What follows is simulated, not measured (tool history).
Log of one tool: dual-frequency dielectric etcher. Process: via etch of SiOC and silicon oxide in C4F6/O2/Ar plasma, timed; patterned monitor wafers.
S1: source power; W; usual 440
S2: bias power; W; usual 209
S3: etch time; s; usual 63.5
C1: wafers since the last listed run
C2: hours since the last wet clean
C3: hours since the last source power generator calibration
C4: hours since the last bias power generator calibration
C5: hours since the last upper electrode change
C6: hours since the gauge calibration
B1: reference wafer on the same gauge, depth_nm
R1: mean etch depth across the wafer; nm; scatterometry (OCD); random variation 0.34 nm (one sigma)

| run | hour | S1 | S2 | S3 | C1 | C2 | C3 | C4 | C5 | C6 | B1 | R1 |
|---|---|---|---|---|---|---|---|---|---|---|---|---|
| 1 | 0 | 440 | 209 | 63.5 | 0 | 540.2 | 2405.4 | 2310.8 | 3321.4 | 421.4 | 81.3 | 88.6 |
| 2 | 46.5 | 440 | 209 | 63.5 | 449 | 586.7 | 2451.9 | 2357.3 | 3367.9 | 467.9 | 81.3 | 88 |
| 3 | 107 | 440 | 209 | 63.5 | 584 | 647.2 | 2512.4 | 2417.8 | 3428.4 | 528.4 | 81.3 | 87.1 |
|  | 177.2 | wet clean of the chamber |
| 4 | 211.1 | 440 | 209 | 63.5 | 774 | 33.9 | 2616.5 | 2521.9 | 3532.5 | 632.5 | 81.2 | 90.2 |
| 5 | 264.7 | 440 | 191 | 63.5 | 518 | 87.5 | 2670.1 | 2575.5 | 3586.1 | 686.1 | 81.4 | 87 |
| 6 | 312.2 | 440 | 209 | 63.5 | 459 | 135 | 2717.6 | 2623 | 3633.6 | 733.6 | 81.2 | 89.5 |
| 7 | 420.1 | 440 | 209 | 63.5 | 1042 | 242.9 | 2825.5 | 2730.9 | 3741.5 | 841.5 | 81.3 | 89 |
| 8 | 456.2 | 440 | 209 | 63.5 | 348 | 279 | 2861.6 | 2767 | 3777.6 | 877.6 | 81.1 | 88.8 |
| 9 | 547.4 | 440 | 229 | 75.5 | 881 | 370.2 | 2952.8 | 2858.2 | 3868.8 | 968.8 | 81.3 | 108.8 |
|  | 744.8 | gauge calibrated |
| 10 | 828.8 | 440 | 229 | 75.5 | 2719 | 651.6 | 3234.2 | 3139.6 | 4150.2 | 84 | 81.2 | 107.1 |
|  | 856 | wet clean of the chamber |
| 11 | 912.3 | 440 | 229 | 75.5 | 575 | 56.3 | 3317.7 | 3223.1 | 4233.7 | 167.5 | 81.2 | 104.4 |
| 12 | 1018.1 | 380 | 249 | 72 | 1022 | 162.1 | 3423.5 | 3328.9 | 4339.5 | 273.3 | 81.2 | 98.6 |
| 13 | 1059.6 | 440 | 196 | 63.5 | 401 | 203.6 | 3465 | 3370.4 | 4381 | 314.8 | 81.1 | 83 |
| 14 | 1131.4 | 530 | 209 | 63.5 | 693 | 275.4 | 3536.8 | 3442.2 | 4452.8 | 386.6 | 81.1 | 89 |
|  | 1153.6 | source power generator calibrated |
|  | 1179.8 | bias power generator calibrated |
|  | 1186.9 | wet clean of the chamber, repeated, since the last time left the tool worse |
| 15 | 1234.7 | 440 | 209 | 63.5 | 851 | 47.8 | 81.1 | 54.9 | 4556.1 | 489.9 | 81.4 | 90.4 |
|  | 1309 | upper electrode replaced |
| 16 | 1340.1 | 440 | 237 | 57.5 | 786 | 153.2 | 186.5 | 160.3 | 31.1 | 595.3 | 81.4 | 85 |
| 17 | 1392.6 | 470 | 248 | 47.5 | 507 | 205.7 | 239 | 212.8 | 83.6 | 647.8 | 81.3 | 73 |
| 18 | 1453 | 440 | 209 | 63.5 | 583 | 266.1 | 299.4 | 273.2 | 144 | 708.2 | 81.3 | 89.2 |
| 19 | 1526.1 | 510 | 209 | 63.5 | 706 | 339.2 | 372.5 | 346.3 | 217.1 | 781.3 | 81.1 | 93 |
| 20 | 1596.1 | 490 | 181 | 82 | 676 | 409.2 | 442.5 | 416.3 | 287.1 | 851.3 | 81.2 | 112.5 |
| 21 | 1686.4 | 340 | 257 | 63.5 | 872 | 499.5 | 532.8 | 506.6 | 377.4 | 941.6 | 81.1 | 88.7 |

Run 22 comes next. What will it give?
| 22 | 1770.7 | 440 | 209 | 46 | 814 | 583.8 | 617.1 | 590.9 | 461.7 | 1025.9 | ? | ? |

Run 22 gave B1 81.2, R1 63.5 nm.
Without the tool's hidden state the same run would have given R1 65.4 nm.
